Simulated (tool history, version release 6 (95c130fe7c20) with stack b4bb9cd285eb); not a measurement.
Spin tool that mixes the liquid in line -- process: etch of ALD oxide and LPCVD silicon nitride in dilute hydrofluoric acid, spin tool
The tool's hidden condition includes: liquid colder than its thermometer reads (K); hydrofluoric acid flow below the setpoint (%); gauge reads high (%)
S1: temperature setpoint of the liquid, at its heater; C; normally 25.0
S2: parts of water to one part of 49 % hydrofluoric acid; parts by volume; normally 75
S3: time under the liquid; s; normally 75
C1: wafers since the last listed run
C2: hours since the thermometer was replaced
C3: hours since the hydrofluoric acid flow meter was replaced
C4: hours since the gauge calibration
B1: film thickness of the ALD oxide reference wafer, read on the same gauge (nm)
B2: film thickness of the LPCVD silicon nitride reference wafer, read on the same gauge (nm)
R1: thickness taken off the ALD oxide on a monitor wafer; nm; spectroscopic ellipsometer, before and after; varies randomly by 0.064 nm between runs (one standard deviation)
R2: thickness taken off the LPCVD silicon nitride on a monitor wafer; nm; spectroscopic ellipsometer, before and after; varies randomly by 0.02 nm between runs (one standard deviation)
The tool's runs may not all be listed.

{"run": 1, "hour": 0.0, "S1": 25.0, "S2": 75, "S3": 90, "C1": 0, "C2": 355.0, "C3": 376.3, "C4": 570.0, "B1": 120.04, "B2": 70.014, "R1": 13.95, "R2": 0.601}
{"run": 2, "hour": 66.8, "S1": 25.0, "S2": 75, "S3": 75, "C1": 708, "C2": 421.8, "C3": 443.1, "C4": 636.8, "B1": 120.01, "B2": 70.002, "R1": 11.58, "R2": 0.537}
{"run": 3, "hour": 161.4, "S1": 25.0, "S2": 75, "S3": 105, "C1": 1003, "C2": 516.4, "C3": 537.7, "C4": 731.4, "B1": 119.96, "B2": 70.027, "R1": 16.09, "R2": 0.741}
{"hour": 212.0, "done": "thermometer replaced"}
{"run": 4, "hour": 214.8, "S1": 25.0, "S2": 75, "S3": 105, "C1": 555, "C2": 2.8, "C3": 591.1, "C4": 784.8, "B1": 120.05, "B2": 70.013, "R1": 16.85, "R2": 0.796}
{"run": 5, "hour": 263.9, "S1": 25.0, "S2": 75, "S3": 105, "C1": 520, "C2": 51.9, "C3": 640.2, "C4": 833.9, "B1": 120.02, "B2": 70.009, "R1": 16.67, "R2": 0.752}
{"run": 6, "hour": 321.5, "S1": 25.0, "S2": 75, "S3": 75, "C1": 610, "C2": 109.5, "C3": 697.8, "C4": 891.5, "B1": 119.99, "B2": 69.981, "R1": 11.8, "R2": 0.574}
{"hour": 373.5, "done": "hydrofluoric acid flow meter replaced"}
{"run": 7, "hour": 378.3, "S1": 25.0, "S2": 75, "S3": 75, "C1": 591, "C2": 166.3, "C3": 4.8, "C4": 948.3, "B1": 119.98, "B2": 70.0, "R1": 11.78, "R2": 0.546}
{"run": 8, "hour": 441.1, "S1": 25.0, "S2": 75, "S3": 100, "C1": 666, "C2": 229.1, "C3": 67.6, "C4": 1011.1, "B1": 119.99, "B2": 70.026, "R1": 15.47, "R2": 0.718}
{"run": 9, "hour": 530.8, "S1": 20.0, "S2": 110, "S3": 35, "C1": 951, "C2": 318.8, "C3": 157.3, "C4": 1100.8, "B1": 120.0, "B2": 69.992, "R1": 2.87, "R2": 0.121}
{"run": 10, "hour": 600.7, "S1": 25.0, "S2": 75, "S3": 75, "C1": 741, "C2": 388.7, "C3": 227.2, "C4": 1170.7, "B1": 120.02, "B2": 69.967, "R1": 11.6, "R2": 0.533}
{"run": 11, "hour": 669.9, "S1": 21.0, "S2": 75, "S3": 115, "C1": 734, "C2": 457.9, "C3": 296.4, "C4": 1239.9, "B1": 120.01, "B2": 70.002, "R1": 14.78, "R2": 0.621}
{"hour": 719.0, "done": "thermometer replaced"}
{"hour": 764.5, "done": "gauge calibrated"}
{"run": 12, "hour": 869.2, "S1": 25.0, "S2": 75, "S3": 115, "C1": 2103, "C2": 150.2, "C3": 495.7, "C4": 104.7, "B1": 119.94, "B2": 69.965, "R1": 18.17, "R2": 0.85}
{"run": 13, "hour": 935.0, "S1": 21.0, "S2": 45, "S3": 40, "C1": 697, "C2": 216.0, "C3": 561.5, "C4": 170.5, "B1": 120.01, "B2": 70.008, "R1": 9.11, "R2": 0.374}
{"run": 14, "hour": 985.7, "S1": 22.5, "S2": 100, "S3": 75, "C1": 537, "C2": 266.7, "C3": 612.2, "C4": 221.2, "B1": 120.01, "B2": 69.974, "R1": 7.69, "R2": 0.343}

Estimate the outcome of run 15 from the log above:
{"run": 15, "hour": 1022.2, "S1": 25.0, "S2": 45, "S3": 60, "C1": 387, "C2": 303.2, "C3": 648.7, "C4": 257.7, "B1": "?", "B2": "?", "R1": "?", "R2": "?"}

Run 15 came out at B1 120.03, B2 70.008, R1 16.05 nm, R2 0.737 nm.
With the hidden condition absent and the run-to-run variation left alone, this run would have shown R1 16.65 nm, R2 0.783 nm.

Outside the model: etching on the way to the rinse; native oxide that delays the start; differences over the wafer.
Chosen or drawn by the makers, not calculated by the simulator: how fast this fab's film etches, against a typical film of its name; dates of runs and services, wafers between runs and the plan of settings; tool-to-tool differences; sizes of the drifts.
